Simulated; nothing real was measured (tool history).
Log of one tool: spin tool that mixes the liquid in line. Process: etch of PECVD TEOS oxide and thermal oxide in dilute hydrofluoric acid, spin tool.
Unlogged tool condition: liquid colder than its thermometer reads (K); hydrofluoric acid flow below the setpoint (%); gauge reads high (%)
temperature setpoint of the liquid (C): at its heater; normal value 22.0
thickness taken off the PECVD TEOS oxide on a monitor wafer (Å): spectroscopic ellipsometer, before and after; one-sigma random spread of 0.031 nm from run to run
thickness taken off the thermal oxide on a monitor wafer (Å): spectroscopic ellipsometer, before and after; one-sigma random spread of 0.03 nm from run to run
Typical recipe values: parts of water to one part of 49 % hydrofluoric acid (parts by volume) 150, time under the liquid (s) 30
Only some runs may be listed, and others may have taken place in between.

run,hour,temperature setpoint of the liquid (C),parts of water to one part of 49 % hydrofluoric acid (parts by volume),time under the liquid (s),wafers since the last listed run,hours since the thermometer was replaced,hours since the hydrofluoric acid flow meter was replaced,hours since the gauge calibration,"read-back film thickness of the PECVD TEOS oxide reference wafer, read on the same gauge (nm)","read-back film thickness of the thermal oxide reference wafer, read on the same gauge (nm)",thickness taken off the PECVD TEOS oxide on a monitor wafer (Å),thickness taken off the thermal oxide on a monitor wafer (Å)
1,0.0,25.5,150,30,0,2506.2,1157.5,124.4,109.996,129.978,47.50,8.51
2,12.5,22.0,150,30,208,2518.7,1170.0,136.9,109.986,130.015,41.81,7.15
3,43.4,22.0,150,30,516,2549.6,1200.9,167.8,110.004,129.994,41.21,6.97
4,64.9,19.5,150,20,359,2571.1,1222.4,189.3,110.012,130.016,25.11,3.98
5,87.9,19.5,150,20,384,2594.1,1245.4,212.3,109.998,130.026,24.90,4.04
6,117.1,19.5,150,20,487,2623.3,1274.6,241.5,109.975,129.983,24.90,4.06
7,146.2,22.0,150,30,485,2652.4,1303.7,270.6,109.998,130.007,41.14,6.69
8,161.8,22.0,150,30,260,2668.0,1319.3,286.2,109.999,130.008,40.75,6.62
9,178.6,22.0,150,45,280,2684.8,1336.1,303.0,110.017,129.999,62.11,9.92
# hour 254.7: thermometer replaced
10,263.7,22.0,150,45,1404,9.0,1421.2,388.1,109.983,129.992,66.67,11.49
11,295.3,22.0,150,30,527,40.6,1452.8,419.7,110.007,129.997,44.81,7.25
12,322.0,22.0,150,30,445,67.3,1479.5,446.4,109.986,129.975,44.55,7.59
13,339.8,18.0,200,30,297,85.1,1497.3,464.2,110.005,130.025,27.20,4.44
14,352.4,22.0,150,15,210,97.7,1509.9,476.8,110.006,130.014,22.12,3.76
15,367.9,22.0,150,30,258,113.2,1525.4,492.3,109.982,130.005,44.08,7.68
16,380.4,22.0,120,45,208,125.7,1537.9,504.8,110.003,130.003,86.96,13.58
17,409.6,18.0,150,15,487,154.9,1567.1,534.0,110.003,130.004,18.95,3.06
18,432.9,19.0,150,15,389,178.2,1590.4,557.3,110.029,129.989,19.63,3.31
19,449.0,20.5,150,15,268,194.3,1606.5,573.4,110.004,130.004,20.88,3.41
20,468.8,22.0,150,45,330,214.1,1626.3,593.2,109.985,129.994,65.60,10.65
21,492.9,17.5,80,45,402,238.2,1650.4,617.3,110.010,129.991,109.93,19.52
22,506.2,22.0,90,30,222,251.5,1663.7,630.6,110.024,130.001,78.43,13.50
23,539.0,22.0,100,30,547,284.3,1696.5,663.4,110.010,129.995,69.29,11.90
# hour 552.0: hydrofluoric acid flow meter replaced
24,566.4,22.0,150,30,440,311.7,14.4,690.8,109.981,129.997,48.75,7.95
# hour 599.5: gauge calibrated
25,669.8,22.0,150,30,1726,415.1,117.8,70.3,109.991,129.972,47.63,8.03
26,764.7,22.0,115,25,1584,510.0,212.7,165.2,109.983,130.012,53.86,8.37

What if the next run were any one of these 4? Each begins from the tool's condition after run 26:
A,765.1,26.5,150,30,6,510.4,213.1,165.6,?,?,?,?
B,765.1,22.0,95,20,6,510.4,213.1,165.6,?,?,?,?
C,765.1,19.0,150,25,6,510.4,213.1,165.6,?,?,?,?
D,765.1,19.5,150,30,6,510.4,213.1,165.6,?,?,?,?

run,"read-back film thickness of the PECVD TEOS oxide reference wafer, read on the same gauge (nm)","read-back film thickness of the thermal oxide reference wafer, read on the same gauge (nm)",thickness taken off the PECVD TEOS oxide on a monitor wafer (Å),thickness taken off the thermal oxide on a monitor wafer (Å)
A,109.992,129.988,56.39,9.47
B,109.992,129.988,53.14,8.92
C,109.992,129.988,35.09,5.89
D,109.992,129.988,42.96,7.21
Stripped of hidden state, with their random variation kept, the same runs would have yielded:
run,thickness taken off the PECVD TEOS oxide on a monitor wafer (Å),thickness taken off the thermal oxide on a monitor wafer (Å)
A,59.10,9.92
B,55.77,9.36
C,36.84,6.18
D,45.10,7.57
